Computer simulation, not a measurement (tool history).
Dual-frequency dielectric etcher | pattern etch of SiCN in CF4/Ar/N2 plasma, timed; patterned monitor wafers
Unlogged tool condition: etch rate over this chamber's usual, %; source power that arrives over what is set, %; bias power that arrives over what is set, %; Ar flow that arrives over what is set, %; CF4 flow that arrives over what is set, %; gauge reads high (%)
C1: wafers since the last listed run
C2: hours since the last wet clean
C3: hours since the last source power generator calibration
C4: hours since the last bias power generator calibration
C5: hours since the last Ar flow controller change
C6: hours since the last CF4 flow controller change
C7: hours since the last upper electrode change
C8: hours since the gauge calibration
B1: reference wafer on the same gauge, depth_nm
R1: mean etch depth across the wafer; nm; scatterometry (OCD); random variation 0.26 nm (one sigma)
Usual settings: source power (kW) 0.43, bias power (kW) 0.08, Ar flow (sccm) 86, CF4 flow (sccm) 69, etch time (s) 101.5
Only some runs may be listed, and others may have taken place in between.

Run 1, hour 0: usual settings but source power (kW) 0.5, bias power (kW) 0.095; C1 0; C2 0.5; C3 220.2; C4 474.3; C5 2106.6; C6 3084.2; C7 557.5; C8 2933.1; B1 78.1. Result: R1 108.1 nm.
Run 2, hour 42.7: usual settings but bias power (kW) 0.093, Ar flow (sccm) 73; C1 594; C2 43.2; C3 262.9; C4 517; C5 2149.3; C6 3126.9; C7 600.2; C8 2975.8; B1 78.1. Result: R1 94 nm.
Run 3, hour 115.7: usual settings but source power (kW) 0.5; C1 1016; C2 116.2; C3 335.9; C4 590; C5 2222.3; C6 3199.9; C7 673.2; C8 3048.8; B1 78.1. Result: R1 101.3 nm.
Run 4, hour 190.9: usual settings but Ar flow (sccm) 96, CF4 flow (sccm) 77; C1 1047; C2 191.4; C3 411.1; C4 665.2; C5 2297.5; C6 3275.1; C7 748.4; C8 3124; B1 78.1. Result: R1 86.1 nm.
Run 5, hour 237.4: usual settings but CF4 flow (sccm) 60; C1 647; C2 237.9; C3 457.6; C4 711.7; C5 2344; C6 3321.6; C7 794.9; C8 3170.5; B1 78.2. Result: R1 84.5 nm.
Run 6, hour 288.2: usual settings but CF4 flow (sccm) 54; C1 707; C2 288.7; C3 508.4; C4 762.5; C5 2394.8; C6 3372.4; C7 845.7; C8 3221.3; B1 78.1. Result: R1 83 nm.
At hour 353.8: Ar flow controller replaced.
Run 7, hour 354.3: usual settings but source power (kW) 0.47, Ar flow (sccm) 107; C1 836; C2 354.8; C3 574.5; C4 828.6; C5 0.5; C6 3438.5; C7 911.8; C8 3287.4; B1 78.1. Result: R1 92.3 nm.
At hour 405.3: CF4 flow controller replaced.
Run 8, hour 407.8: usual settings but CF4 flow (sccm) 81; C1 661; C2 408.3; C3 628; C4 882.1; C5 54; C6 2.5; C7 965.3; C8 3340.9; B1 78.1. Result: R1 88.6 nm.
Run 9, hour 446.7: usual settings but source power (kW) 0.47; C1 541; C2 447.2; C3 666.9; C4 921; C5 92.9; C6 41.4; C7 1004.2; C8 3379.8; B1 78. Result: R1 94.6 nm.
Run 10, hour 504.5: usual settings but source power (kW) 0.37, bias power (kW) 0.097, Ar flow (sccm) 105, CF4 flow (sccm) 83; C1 804; C2 505; C3 724.7; C4 978.8; C5 150.7; C6 99.2; C7 1062; C8 3437.6; B1 78.1. Result: R1 79.3 nm.
At hour 518.3: gauge calibrated.
At hour 561.3: wet clean of the chamber.
Run 11, hour 561.8: usual settings; C1 463; C2 0.5; C3 782; C4 1036.1; C5 208; C6 156.5; C7 1119.3; C8 43.5; B1 78.2. Result: R1 85.8 nm.
Run 12, hour 611: usual settings but CF4 flow (sccm) 60; C1 685; C2 49.7; C3 831.2; C4 1085.3; C5 257.2; C6 205.7; C7 1168.5; C8 92.7; B1 78.1. Result: R1 84.1 nm.
Run 13, hour 657.8: usual settings but source power (kW) 0.51, bias power (kW) 0.091, Ar flow (sccm) 96; C1 651; C2 96.5; C3 878; C4 1132.1; C5 304; C6 252.5; C7 1215.3; C8 139.5; B1 78.1. Result: R1 106.7 nm.
Run 14, hour 712.9: usual settings but source power (kW) 0.32, bias power (kW) 0.071; C1 767; C2 151.6; C3 933.1; C4 1187.2; C5 359.1; C6 307.6; C7 1270.4; C8 194.6; B1 78.1. Result: R1 59.5 nm.
Run 15, hour 751.9: usual settings; C1 543; C2 190.6; C3 972.1; C4 1226.2; C5 398.1; C6 346.6; C7 1309.4; C8 233.6; B1 78.1. Result: R1 85.2 nm.
Run 16, hour 816.2: usual settings but Ar flow (sccm) 101, etch time (s) 77.5; C1 895; C2 254.9; C3 1036.4; C4 1290.5; C5 462.4; C6 410.9; C7 1373.7; C8 297.9; B1 78.1. Result: R1 64.1 nm.
Run 17, hour 874.1: usual settings but bias power (kW) 0.099, Ar flow (sccm) 79, etch time (s) 126; C1 806; C2 312.8; C3 1094.3; C4 1348.4; C5 520.3; C6 468.8; C7 1431.6; C8 355.8; B1 78.2. Result: R1 116.5 nm.
Run 18, hour 902.5: usual settings; C1 395; C2 341.2; C3 1122.7; C4 1376.8; C5 548.7; C6 497.2; C7 1460; C8 384.2; B1 78.1. Result: R1 85.5 nm.
Run 19, hour 951.7: usual settings but CF4 flow (sccm) 60; C1 685; C2 390.4; C3 1171.9; C4 1426; C5 597.9; C6 546.4; C7 1509.2; C8 433.4; B1 78. Result: R1 84 nm.
Run 20, hour 1018.9: usual settings but source power (kW) 0.33, Ar flow (sccm) 74, etch time (s) 119.5; C1 935; C2 457.6; C3 1239.1; C4 1493.2; C5 665.1; C6 613.6; C7 1576.4; C8 500.6; B1 78.1. Result: R1 76.8 nm.
Run 21, hour 1078.9: usual settings; C1 835; C2 517.6; C3 1299.1; C4 1553.2; C5 725.1; C6 673.6; C7 1636.4; C8 560.6; B1 78.2. Result: R1 85.7 nm.
Run 22, hour 1145: usual settings but source power (kW) 0.46, bias power (kW) 0.087, CF4 flow (sccm) 63, etch time (s) 77.5; C1 920; C2 583.7; C3 1365.2; C4 1619.3; C5 791.2; C6 739.7; C7 1702.5; C8 626.7; B1 78.1. Result: R1 71.4 nm.

3 options for the next run, each taken on its own from the tool as it stands now. Forecast them:
Run A, hour 1145.4: usual settings but bias power (kW) 0.096; C1 5; C2 584.1; C3 1365.6; C4 1619.7; C5 791.6; C6 740.1; C7 1702.9; C8 627.1; B1 ?. Result: R1 ?.
Run B, hour 1145.4: usual settings but source power (kW) 0.52, Ar flow (sccm) 104, CF4 flow (sccm) 60, etch time (s) 93; C1 5; C2 584.1; C3 1365.6; C4 1619.7; C5 791.6; C6 740.1; C7 1702.9; C8 627.1; B1 ?. Result: R1 ?.
Run C, hour 1145.4: usual settings but CF4 flow (sccm) 85; C1 5; C2 584.1; C3 1365.6; C4 1619.7; C5 791.6; C6 740.1; C7 1702.9; C8 627.1; B1 ?. Result: R1 ?.

run    B1    R1
  A  78.2    92
  B  78.2  91.1
  C  78.2  88.1
What these runs would have given with no unlogged condition in the tool:
run    R1
  A  93.6
  B  92.7
  C  89.6
